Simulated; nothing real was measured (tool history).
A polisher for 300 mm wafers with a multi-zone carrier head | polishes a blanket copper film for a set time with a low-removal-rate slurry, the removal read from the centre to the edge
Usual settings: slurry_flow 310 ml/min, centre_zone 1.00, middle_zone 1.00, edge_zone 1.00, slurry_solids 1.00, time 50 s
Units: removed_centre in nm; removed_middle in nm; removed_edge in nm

run     day  slurry_flow  centre_zone  middle_zone  edge_zone  slurry_solids  time  incoming thickness of the incoming film, nm  removed_centre  removed_middle  removed_edge
  1   0.000          310         1.00         1.00       1.00           1.00    50                                       1581.4           109.4           107.2         105.8
      1.075  -- worn pad replaced by a new one
      6.700  -- edge zone pressure recalibrated
      7.388  -- slurry nozzle cleaned
  2  13.121          310         1.00         1.00       1.00           1.20    50                                       1587.6           114.1           110.7         108.2
  3  16.042          310         1.00         1.00       1.00           1.00    50                                       1583.5           110.3           106.7         105.3
  4  19.908          380         0.95         1.00       1.11           1.00    50                                       1592.1           104.7           106.3         114.1
     22.596  -- worn pad replaced by a new one
  5  23.346          310         1.00         1.00       1.00           1.00    50                                       1586.0           107.8           110.2         106.7
  6  27.304          310         1.00         0.90       1.00           1.00    34                                       1607.1            76.4            67.0          73.9
     29.025  -- slurry nozzle cleaned
  7  31.188          310         1.00         1.00       1.00           0.90    43                                       1603.5            92.8            89.4          88.5
  8  34.229          310         1.00         1.00       1.00           1.00    50                                       1589.1           110.4           109.1         107.0
     34.350  -- edge zone pressure recalibrated
  9  35.858          310         1.06         1.00       1.00           1.00    50                                       1594.4           113.1           107.7         106.2
 10  39.579          310         1.00         1.05       1.00           1.10    50                                       1565.6           113.4           111.1         108.2
 11  41.608          310         1.00         1.00       1.00           1.00    50                                       1572.9           110.1           105.2         106.4
 12  43.658          220         1.00         1.00       1.00           1.00    50                                       1607.3           106.8           106.2         102.8
     44.342  -- worn pad replaced by a new one
 13  46.279          370         0.91         1.00       1.00           1.00    34                                       1592.2            70.8            74.0          73.3
     46.912  -- centre zone pressure recalibrated
 14  49.679          355         1.06         1.00       1.00           0.70    50                                       1597.9           103.2            98.8          96.3
 15  51.871          310         1.00         1.00       1.00           0.85    50                                       1595.9           103.0           102.2         103.1
     52.412  -- slurry nozzle cleaned
 16  56.325          310         1.00         1.00       1.09           1.00    50                                       1593.6           109.9           107.8         111.0
     59.167  -- carrier head's membrane replaced by a new one
 17  59.617          310         1.00         1.00       1.00           1.00    50                                       1623.3           108.7           107.4         105.8
 18  61.758          310         1.00         0.90       1.04           1.00    50                                       1592.0           108.4            98.8         109.6
     62.400  -- edge zone pressure recalibrated
 19  64.542          310         1.00         1.09       1.00           1.00    50                                       1598.3           108.1           111.9         106.1
     65.538  -- worn pad replaced by a new one
 20  68.521          310         1.00         1.00       1.00           1.00    50                                       1590.9           108.0           108.4         106.2

The tool's hidden state at each run:
removal rate lost through wear of the pad, %: 0 in every run
slurry flow missing at the pad, %: 0 in every run
deviation of the centre zone's pressure from its setpoint, %: 0 in every run
deviation of the edge zone's pressure from its setpoint, %: 0 in every run
